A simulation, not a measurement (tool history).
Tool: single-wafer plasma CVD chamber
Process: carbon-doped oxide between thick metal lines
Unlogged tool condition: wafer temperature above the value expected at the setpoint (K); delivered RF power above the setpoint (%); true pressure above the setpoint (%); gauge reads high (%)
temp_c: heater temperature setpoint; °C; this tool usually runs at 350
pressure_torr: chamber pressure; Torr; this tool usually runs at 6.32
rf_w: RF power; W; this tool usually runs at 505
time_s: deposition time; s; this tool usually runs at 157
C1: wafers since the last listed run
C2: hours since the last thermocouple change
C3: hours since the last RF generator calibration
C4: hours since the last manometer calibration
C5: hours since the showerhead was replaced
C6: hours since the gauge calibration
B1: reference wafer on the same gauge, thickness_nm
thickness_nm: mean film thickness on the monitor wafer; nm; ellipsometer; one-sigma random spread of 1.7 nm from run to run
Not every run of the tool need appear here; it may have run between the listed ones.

{"run": 1, "hour": 0.0, "temp_c": 350, "pressure_torr": 6.32, "rf_w": 505, "time_s": 157, "C1": 0, "C2": 1058.0, "C3": 2079.6, "C4": 1933.4, "C5": 6724.3, "C6": 200.4, "B1": 839.897, "thickness_nm": 877.161}
{"run": 2, "hour": 26.9, "temp_c": 350, "pressure_torr": 6.32, "rf_w": 505, "time_s": 157, "C1": 332, "C2": 1084.9, "C3": 2106.5, "C4": 1960.3, "C5": 6751.2, "C6": 227.3, "B1": 840.027, "thickness_nm": 876.021}
{"run": 3, "hour": 40.0, "temp_c": 350, "pressure_torr": 6.32, "rf_w": 505, "time_s": 179, "C1": 161, "C2": 1098.0, "C3": 2119.6, "C4": 1973.4, "C5": 6764.3, "C6": 240.4, "B1": 840.083, "thickness_nm": 994.934}
{"hour": 45.5, "done": "gauge calibrated"}
{"run": 4, "hour": 61.2, "temp_c": 350, "pressure_torr": 6.32, "rf_w": 505, "time_s": 179, "C1": 261, "C2": 1119.2, "C3": 2140.8, "C4": 1994.6, "C5": 6785.5, "C6": 15.7, "B1": 840.062, "thickness_nm": 995.649}
{"run": 5, "hour": 89.0, "temp_c": 350, "pressure_torr": 6.32, "rf_w": 505, "time_s": 179, "C1": 343, "C2": 1147.0, "C3": 2168.6, "C4": 2022.4, "C5": 6813.3, "C6": 43.5, "B1": 839.767, "thickness_nm": 995.275}
{"run": 6, "hour": 117.4, "temp_c": 350, "pressure_torr": 7.2, "rf_w": 505, "time_s": 139, "C1": 350, "C2": 1175.4, "C3": 2197.0, "C4": 2050.8, "C5": 6841.7, "C6": 71.9, "B1": 840.224, "thickness_nm": 781.873}
{"hour": 138.6, "done": "showerhead replaced"}
{"hour": 139.5, "done": "capacitance manometer re-zeroed and calibrated"}
{"run": 7, "hour": 150.7, "temp_c": 350, "pressure_torr": 7.2, "rf_w": 505, "time_s": 139, "C1": 301, "C2": 1208.7, "C3": 2230.3, "C4": 11.2, "C5": 12.1, "C6": 105.2, "B1": 839.809, "thickness_nm": 780.397}
{"hour": 173.2, "done": "thermocouple changed; heater temperature recalibrated"}
{"run": 8, "hour": 183.1, "temp_c": 350, "pressure_torr": 7.2, "rf_w": 505, "time_s": 139, "C1": 301, "C2": 9.9, "C3": 2262.7, "C4": 43.6, "C5": 44.5, "C6": 137.6, "B1": 839.754, "thickness_nm": 779.512}
{"run": 9, "hour": 215.1, "temp_c": 350, "pressure_torr": 6.32, "rf_w": 505, "time_s": 157, "C1": 395, "C2": 41.9, "C3": 2294.7, "C4": 75.6, "C5": 76.5, "C6": 169.6, "B1": 839.745, "thickness_nm": 872.878}
{"hour": 238.7, "done": "RF generator calibrated"}
{"run": 10, "hour": 241.9, "temp_c": 350, "pressure_torr": 6.32, "rf_w": 505, "time_s": 179, "C1": 232, "C2": 68.7, "C3": 3.2, "C4": 102.4, "C5": 103.3, "C6": 196.4, "B1": 840.171, "thickness_nm": 1036.87}
{"run": 11, "hour": 271.8, "temp_c": 361, "pressure_torr": 7.68, "rf_w": 535, "time_s": 188, "C1": 369, "C2": 98.6, "C3": 33.1, "C4": 132.3, "C5": 133.2, "C6": 226.3, "B1": 840.095, "thickness_nm": 1114.003}
{"hour": 286.5, "done": "gauge calibrated"}
{"run": 12, "hour": 305.2, "temp_c": 350, "pressure_torr": 5.69, "rf_w": 415, "time_s": 174, "C1": 412, "C2": 132.0, "C3": 66.5, "C4": 165.7, "C5": 166.6, "C6": 18.7, "B1": 840.026, "thickness_nm": 883.156}
{"run": 13, "hour": 318.5, "temp_c": 359, "pressure_torr": 6.32, "rf_w": 465, "time_s": 138, "C1": 164, "C2": 145.3, "C3": 79.8, "C4": 179.0, "C5": 179.9, "C6": 32.0, "B1": 840.544, "thickness_nm": 744.731}
{"run": 14, "hour": 337.6, "temp_c": 350, "pressure_torr": 6.32, "rf_w": 505, "time_s": 157, "C1": 235, "C2": 164.4, "C3": 98.9, "C4": 198.1, "C5": 199.0, "C6": 51.1, "B1": 840.104, "thickness_nm": 905.52}
{"run": 15, "hour": 373.2, "temp_c": 350, "pressure_torr": 6.32, "rf_w": 570, "time_s": 187, "C1": 439, "C2": 200.0, "C3": 134.5, "C4": 233.7, "C5": 234.6, "C6": 86.7, "B1": 840.199, "thickness_nm": 1151.711}
{"run": 16, "hour": 389.9, "temp_c": 355, "pressure_torr": 6.32, "rf_w": 590, "time_s": 157, "C1": 206, "C2": 216.7, "C3": 151.2, "C4": 250.4, "C5": 251.3, "C6": 103.4, "B1": 839.93, "thickness_nm": 972.859}
{"run": 17, "hour": 404.0, "temp_c": 350, "pressure_torr": 6.32, "rf_w": 505, "time_s": 157, "C1": 174, "C2": 230.8, "C3": 165.3, "C4": 264.5, "C5": 265.4, "C6": 117.5, "B1": 840.325, "thickness_nm": 901.963}
{"run": 18, "hour": 433.6, "temp_c": 350, "pressure_torr": 7.8, "rf_w": 535, "time_s": 157, "C1": 365, "C2": 260.4, "C3": 194.9, "C4": 294.1, "C5": 295.0, "C6": 147.1, "B1": 839.99, "thickness_nm": 942.861}

4 ways to go on from here, each from the tool as it stands after run 18. What would each give?
{"run": "A", "hour": 434.0, "temp_c": 350, "pressure_torr": 5.2, "rf_w": 505, "time_s": 157, "C1": 4, "C2": 260.8, "C3": 195.3, "C4": 294.5, "C5": 295.4, "C6": 147.5, "B1": "?", "thickness_nm": "?"}
{"run": "B", "hour": 434.0, "temp_c": 350, "pressure_torr": 5.72, "rf_w": 595, "time_s": 188, "C1": 4, "C2": 260.8, "C3": 195.3, "C4": 294.5, "C5": 295.4, "C6": 147.5, "B1": "?", "thickness_nm": "?"}
{"run": "C", "hour": 434.0, "temp_c": 359, "pressure_torr": 6.32, "rf_w": 550, "time_s": 157, "C1": 4, "C2": 260.8, "C3": 195.3, "C4": 294.5, "C5": 295.4, "C6": 147.5, "B1": "?", "thickness_nm": "?"}
{"run": "D", "hour": 434.0, "temp_c": 350, "pressure_torr": 6.32, "rf_w": 505, "time_s": 132, "C1": 4, "C2": 260.8, "C3": 195.3, "C4": 294.5, "C5": 295.4, "C6": 147.5, "B1": "?", "thickness_nm": "?"}

run=A B1=839.737 thickness_nm=880.720
run=B B1=839.737 thickness_nm=1170.081
run=C B1=839.737 thickness_nm=926.097
run=D B1=839.737 thickness_nm=759.240
What these runs would have given with no unlogged condition in the tool:
run=A thickness_nm=897.024
run=B thickness_nm=1190.762
run=C thickness_nm=942.994
run=D thickness_nm=773.296
